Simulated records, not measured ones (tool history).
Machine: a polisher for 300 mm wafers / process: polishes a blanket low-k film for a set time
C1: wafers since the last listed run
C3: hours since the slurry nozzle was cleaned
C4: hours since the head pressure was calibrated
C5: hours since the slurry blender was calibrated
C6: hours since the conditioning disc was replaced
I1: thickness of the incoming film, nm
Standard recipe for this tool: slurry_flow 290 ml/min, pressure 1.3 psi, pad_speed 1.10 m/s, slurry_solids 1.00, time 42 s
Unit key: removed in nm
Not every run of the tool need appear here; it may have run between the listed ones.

run 1 hour=0.0 | slurry_flow=290 pressure=1.3 pad_speed=1.10 slurry_solids=1.00 time=42 | C1=0 wafers_polished_on_this_pad=1095 C3=64.7 C4=468.5 C5=292.3 C6=174.5 | I1=459.3 | removed=10.4
run 2 hour=33.6 | slurry_flow=290 pressure=1.6 pad_speed=1.10 slurry_solids=1.00 time=42 | C1=331 wafers_polished_on_this_pad=1426 C3=98.3 C4=502.1 C5=325.9 C6=208.1 | I1=465.7 | removed=13.2
run 3 hour=60.0 | slurry_flow=290 pressure=1.6 pad_speed=1.10 slurry_solids=1.00 time=42 | C1=260 wafers_polished_on_this_pad=1686 C3=124.7 C4=528.5 C5=352.3 C6=234.5 | I1=450.5 | removed=13.4
-- hour=94.3 conditioning disc replaced and pad reconditioned
-- hour=96.8 head pressure recalibrated
run 4 hour=126.4 | slurry_flow=340 pressure=1.3 pad_speed=1.10 slurry_solids=1.00 time=42 | C1=614 wafers_polished_on_this_pad=2301 C3=191.1 C4=29.6 C5=418.7 C6=32.1 | I1=467.2 | removed=10.5
-- hour=148.6 slurry blender recalibrated
run 5 hour=152.6 | slurry_flow=340 pressure=1.3 pad_speed=1.10 slurry_solids=1.00 time=42 | C1=238 wafers_polished_on_this_pad=2539 C3=217.3 C4=55.8 C5=4.0 C6=58.3 | I1=458.2 | removed=10.6
run 6 hour=176.9 | slurry_flow=340 pressure=1.3 pad_speed=1.10 slurry_solids=1.00 time=42 | C1=239 wafers_polished_on_this_pad=2779 C3=241.6 C4=80.1 C5=28.3 C6=82.6 | I1=463.6 | removed=10.1
-- hour=187.1 worn pad replaced by a new one
run 7 hour=229.2 | slurry_flow=290 pressure=1.3 pad_speed=1.10 slurry_solids=0.80 time=35 | C1=476 wafers_polished_on_this_pad=414 C3=293.9 C4=132.4 C5=80.6 C6=134.9 | I1=454.7 | removed=8.1
run 8 hour=274.8 | slurry_flow=290 pressure=1.3 pad_speed=1.10 slurry_solids=0.80 time=35 | C1=449 wafers_polished_on_this_pad=863 C3=339.5 C4=178.0 C5=126.2 C6=180.5 | I1=455.2 | removed=8.1
-- hour=329.4 slurry nozzle cleaned
run 9 hour=362.0 | slurry_flow=290 pressure=1.3 pad_speed=1.10 slurry_solids=0.80 time=35 | C1=849 wafers_polished_on_this_pad=1713 C3=32.6 C4=265.2 C5=213.4 C6=267.7 | I1=466.3 | removed=7.7
-- hour=376.8 conditioning disc replaced and pad reconditioned
run 10 hour=417.9 | slurry_flow=290 pressure=0.9 pad_speed=1.10 slurry_solids=0.75 time=27 | C1=531 wafers_polished_on_this_pad=2244 C3=88.5 C4=321.1 C5=269.3 C6=41.1 | I1=454.2 | removed=3.9
run 11 hour=477.8 | slurry_flow=290 pressure=0.9 pad_speed=1.10 slurry_solids=1.00 time=42 | C1=590 wafers_polished_on_this_pad=2834 C3=148.4 C4=381.0 C5=329.2 C6=101.0 | I1=458.1 | removed=6.9
run 12 hour=503.3 | slurry_flow=290 pressure=1.3 pad_speed=1.24 slurry_solids=1.00 time=42 | C1=251 wafers_polished_on_this_pad=3086 C3=173.9 C4=406.5 C5=354.7 C6=126.5 | I1=461.0 | removed=10.8
-- hour=524.8 worn pad replaced by a new one
-- hour=554.5 slurry blender recalibrated
run 13 hour=568.8 | slurry_flow=325 pressure=1.1 pad_speed=1.10 slurry_solids=1.00 time=57 | C1=586 wafers_polished_on_this_pad=414 C3=239.4 C4=472.0 C5=14.3 C6=192.0 | I1=461.7 | removed=12.5
run 14 hour=604.6 | slurry_flow=315 pressure=1.3 pad_speed=0.72 slurry_solids=1.00 time=29 | C1=352 wafers_polished_on_this_pad=766 C3=275.2 C4=507.8 C5=50.1 C6=227.8 | I1=466.4 | removed=5.4
-- hour=667.3 conditioning disc replaced and pad reconditioned
run 15 hour=672.3 | slurry_flow=290 pressure=1.3 pad_speed=1.10 slurry_solids=1.00 time=42 | C1=647 wafers_polished_on_this_pad=1414 C3=342.9 C4=575.5 C5=117.8 C6=5.0 | I1=460.5 | removed=10.6
-- hour=679.5 head pressure recalibrated
-- hour=738.4 slurry nozzle cleaned
run 16 hour=741.1 | slurry_flow=290 pressure=1.3 pad_speed=1.34 slurry_solids=1.00 time=56 | C1=648 wafers_polished_on_this_pad=2062 C3=2.7 C4=61.6 C5=186.6 C6=73.8 | I1=456.8 | removed=16.5
run 17 hour=773.4 | slurry_flow=290 pressure=1.3 pad_speed=1.10 slurry_solids=1.20 time=29 | C1=318 wafers_polished_on_this_pad=2381 C3=35.0 C4=93.9 C5=218.9 C6=106.1 | I1=457.5 | removed=8.0
run 18 hour=813.2 | slurry_flow=290 pressure=1.3 pad_speed=1.10 slurry_solids=1.00 time=42 | C1=392 wafers_polished_on_this_pad=2773 C3=74.8 C4=133.7 C5=258.7 C6=145.9 | I1=453.1 | removed=10.1
-- hour=843.6 worn pad replaced by a new one
run 19 hour=878.5 | slurry_flow=290 pressure=1.3 pad_speed=0.90 slurry_solids=0.90 time=42 | C1=604 wafers_polished_on_this_pad=344 C3=140.1 C4=199.0 C5=324.0 C6=211.2 | I1=451.3 | removed=8.9
run 20 hour=944.1 | slurry_flow=290 pressure=1.3 pad_speed=1.10 slurry_solids=1.00 time=42 | C1=646 wafers_polished_on_this_pad=990 C3=205.7 C4=264.6 C5=389.6 C6=276.8 | I1=457.7 | removed=10.8
-- hour=953.9 conditioning disc replaced and pad reconditioned
run 21 hour=1009.0 | slurry_flow=320 pressure=1.7 pad_speed=1.10 slurry_solids=0.70 time=42 | C1=619 wafers_polished_on_this_pad=1610 C3=270.6 C4=329.5 C5=454.5 C6=55.1 | I1=467.5 | removed=11.6
run 22 hour=1048.6 | slurry_flow=290 pressure=1.3 pad_speed=1.34 slurry_solids=1.00 time=42 | C1=390 wafers_polished_on_this_pad=2000 C3=310.2 C4=369.1 C5=494.1 C6=94.7 | I1=458.8 | removed=12.2
-- hour=1070.6 slurry blender recalibrated
run 23 hour=1076.4 | slurry_flow=290 pressure=1.3 pad_speed=1.34 slurry_solids=1.30 time=42 | C1=254 wafers_polished_on_this_pad=2255 C3=338.0 C4=396.9 C5=5.8 C6=122.5 | I1=463.5 | removed=13.7
run 24 hour=1119.5 | slurry_flow=290 pressure=1.3 pad_speed=1.36 slurry_solids=1.00 time=42 | C1=424 wafers_polished_on_this_pad=2679 C3=381.1 C4=440.0 C5=48.9 C6=165.6 | I1=464.3 | removed=12.1
-- hour=1135.8 slurry nozzle cleaned
run 25 hour=1145.1 | slurry_flow=290 pressure=1.3 pad_speed=0.92 slurry_solids=1.00 time=33 | C1=242 wafers_polished_on_this_pad=2922 C3=9.3 C4=465.6 C5=74.5 C6=191.2 | I1=455.5 | removed=7.0

Below are 4 alternative next runs, each starting from the tool's condition after run 25. Predict each:
run A hour=1145.5 | slurry_flow=290 pressure=1.3 pad_speed=1.10 slurry_solids=0.75 time=42 | C1=3 wafers_polished_on_this_pad=2926 C3=9.7 C4=466.0 C5=74.9 C6=191.6 | I1=458.7 | removed=?
run B hour=1145.5 | slurry_flow=365 pressure=1.3 pad_speed=1.10 slurry_solids=1.00 time=42 | C1=3 wafers_polished_on_this_pad=2926 C3=9.7 C4=466.0 C5=74.9 C6=191.6 | I1=458.7 | removed=?
run C hour=1145.5 | slurry_flow=290 pressure=1.7 pad_speed=0.92 slurry_solids=0.90 time=32 | C1=3 wafers_polished_on_this_pad=2926 C3=9.7 C4=466.0 C5=74.9 C6=191.6 | I1=458.7 | removed=?
run D hour=1145.5 | slurry_flow=290 pressure=1.7 pad_speed=1.10 slurry_solids=1.30 time=42 | C1=3 wafers_polished_on_this_pad=2926 C3=9.7 C4=466.0 C5=74.9 C6=191.6 | I1=458.7 | removed=?

run=A removed=8.7
run=B removed=10.4
run=C removed=8.4
run=D removed=15.0
Take away the tool's hidden state, keep each run's random variation, and the runs would have read:
run=A removed=9.6
run=B removed=11.4
run=C removed=9.2
run=D removed=16.4
